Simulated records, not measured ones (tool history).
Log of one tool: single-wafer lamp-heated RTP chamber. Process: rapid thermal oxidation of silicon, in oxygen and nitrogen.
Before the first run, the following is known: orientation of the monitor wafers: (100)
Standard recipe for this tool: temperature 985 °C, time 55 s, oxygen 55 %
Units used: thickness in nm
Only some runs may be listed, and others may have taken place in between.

run     day  temperature  time  oxygen  wafers since the last listed run  wafers since the last pyrometer calibration  hours since the oxygen flow controller was replaced  hours since the gauge calibration  read-back reference wafer on the same gauge, thickness  thickness
  1   0.000          985    41      55                                 0                                         1907                                               1442.9                              698.5                                                   5.092      3.843
  2   3.317          985    55      55                               529                                         2436                                               1522.5                              778.1                                                   5.084      4.302
  3   5.025          985    55      55                               272                                         2708                                               1563.5                              819.1                                                   5.082      4.297
  4   8.304          985    55      55                               523                                         3231                                               1642.2                              897.8                                                   5.076      4.295
  5  12.071          985    55      55                               600                                         3832                                               1732.6                              988.2                                                   5.068      4.282
     13.817  -- pyrometer window cleaned and pyrometer calibrated
  6  14.546          985    55      55                               341                                          116                                               1792.0                             1047.6                                                   5.063      4.301
  7  18.788          985    55      55                               676                                          793                                               1893.8                             1149.4                                                   5.056      4.291
  8  23.038          985    55      55                               677                                         1471                                               1995.8                             1251.4                                                   5.045      4.266
  9  26.950          985    55      55                               624                                         2095                                               2089.7                             1345.3                                                   5.041      4.267
 10  28.475          985    55      45                               243                                         2338                                               2126.3                             1381.9                                                   5.036      4.003
 11  31.108          985    55      47                               420                                         2758                                               2189.5                             1445.1                                                   5.031      4.054
 12  34.129          985    55      47                               481                                         3240                                               2262.0                             1517.6                                                   5.027      4.044
     34.767  -- gauge calibrated
 13  37.129          985    55      47                               478                                         3718                                               2334.0                               56.7                                                   5.163      4.171
 14  39.429          985    55      55                               366                                         4085                                               2389.2                              111.9                                                   5.158      4.359
     41.717  -- pyrometer window cleaned and pyrometer calibrated
 15  41.738          985    38      55                               315                                            3                                               2444.6                              167.3                                                   5.151      3.776
 16  44.650          985    36      32                               464                                          468                                               2514.5                              237.2                                                   5.147      3.222
 17  47.788          985    55      55                               500                                          968                                               2589.8                              312.5                                                   5.141      4.349
     49.646  -- oxygen flow controller replaced
 18  49.954          999    31      44                               292                                         1260                                                  7.4                              364.5                                                   5.136      3.573
 19  52.192          985    33      66                               356                                         1617                                                 61.1                              418.2                                                   5.132      3.746
 20  53.796          985    55      55                               255                                         1873                                                 99.6                              456.7                                                   5.130      4.337
 21  56.692          976    63      27                               461                                         2335                                                169.1                              526.2                                                   5.123      3.530
 22  61.188          985    44      35                               717                                         3052                                                277.0                              634.1                                                   5.114      3.496
 23  63.221          975    55      31                               324                                         3376                                                325.8                              682.9                                                   5.108      3.447
     64.104  -- pyrometer window cleaned and pyrometer calibrated
 24  66.583          985    55      55                               483                                          395                                                406.5                              763.6                                                   5.101      4.310
 25  70.962          969    46      71                               698                                         1094                                                511.6                              868.7                                                   5.090      3.905
 26  73.171          985    30      55                               352                                         1446                                                564.6                              921.7                                                   5.087      3.425
 27  75.792          985    55      55                               418                                         1864                                                627.5                              984.6                                                   5.083      4.322
 28  78.408          985    55      55                               417                                         2281                                                690.3                             1047.4                                                   5.082      4.284
 29  80.312         1009    55      55                               303                                         2585                                                736.0                             1093.1                                                   5.074      5.072

Predict each of these 4 candidate next runs independently; none follows another, all start after run 29:
  A  80.333          985    55      64                                 3                                         2588                                                736.5                             1093.6                                                       ?          ?
  B  80.333          985    55      30                                 3                                         2588                                                736.5                             1093.6                                                       ?          ?
  C  80.333          960    32      65                                 3                                         2588                                                736.5                             1093.6                                                       ?          ?
  D  80.333         1001    63      42                                 3                                         2588                                                736.5                             1093.6                                                       ?          ?

run  read-back reference wafer on the same gauge, thickness  thickness
  A                                                   5.074      4.509
  B                                                   5.074      3.602
  C                                                   5.074      3.164
  D                                                   5.074      4.648
With no hidden state in the tool, these same runs would have given:
run  thickness
  A      4.603
  B      3.677
  C      3.230
  D      4.745
